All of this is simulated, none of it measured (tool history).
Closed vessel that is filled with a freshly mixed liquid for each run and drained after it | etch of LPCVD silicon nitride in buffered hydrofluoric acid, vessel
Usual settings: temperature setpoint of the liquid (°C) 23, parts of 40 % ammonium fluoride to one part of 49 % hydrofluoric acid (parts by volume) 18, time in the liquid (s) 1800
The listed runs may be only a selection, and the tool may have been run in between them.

run	hour	temperature setpoint of the liquid (°C)	parts of 40 % ammonium fluoride to one part of 49 % hydrofluoric acid (parts by volume)	time in the liquid (s)	read-back film thickness of the LPCVD silicon nitride reference wafer, read on the same gauge (nm)	thickness taken off the LPCVD silicon nitride on a monitor wafer (angstrom)
1	0	25	18	1800	130	180.1
# hour 8.3: hydrofluoric acid flow meter replaced
2	89.8	27	18	1800	130.03	189
3	153.6	27	18	1800	130.03	188.3
4	225.5	27	18	1800	130	194.2
5	333.2	23	18	1800	130	160
6	436.4	23	18	1055	130	93.7
# hour 437.4: hydrofluoric acid flow meter replaced
7	500.8	23	18	1055	129.94	88.4
8	593.3	23	18	1055	129.99	89.9
9	637.5	23	18	1800	129.96	156.5
# hour 684.7: thermometer replaced
10	733	23	18	1800	130.02	159.3
11	825.7	23	18	1800	129.99	160.8
12	882.9	19.5	15.5	875	130.01	75.2
# hour 899.8: hydrofluoric acid flow meter replaced
# hour 913.8: gauge calibrated
13	983.8	24.5	24.5	1025	130.03	73
14	1074.9	23	18	1310	130.02	114.6
# hour 1382.8: hydrofluoric acid flow meter replaced
15	1383.3	26	21	1400	130.02	119.7
16	1419.1	27.5	14.5	1800	129.95	237.9
17	1507.2	23	18	1800	129.98	154.7
18	1577	20	23	2485	130.04	149.2
19	1740.2	23	18	1365	129.99	120.4
20	1829.7	25	14	1315	130.01	167.8
# hour 1834.5: hydrofluoric acid flow meter replaced
21	1915.3	19.5	18	1800	130.01	124.3

Branching from run 21: 3 alternative next runs. What would each branch give?
A	1916.5	23	18	1800	?	?
B	1916.5	20	18	2385	?	?
C	1916.5	19	13	1800	?	?

run	read-back film thickness of the LPCVD silicon nitride reference wafer, read on the same gauge (nm)	thickness taken off the LPCVD silicon nitride on a monitor wafer (angstrom)
A	129.98	153
B	129.98	171.6
C	129.98	168.6
Without the tool's hidden state the same runs would have given:
run	thickness taken off the LPCVD silicon nitride on a monitor wafer (angstrom)
A	150.4
B	168.7
C	165.7

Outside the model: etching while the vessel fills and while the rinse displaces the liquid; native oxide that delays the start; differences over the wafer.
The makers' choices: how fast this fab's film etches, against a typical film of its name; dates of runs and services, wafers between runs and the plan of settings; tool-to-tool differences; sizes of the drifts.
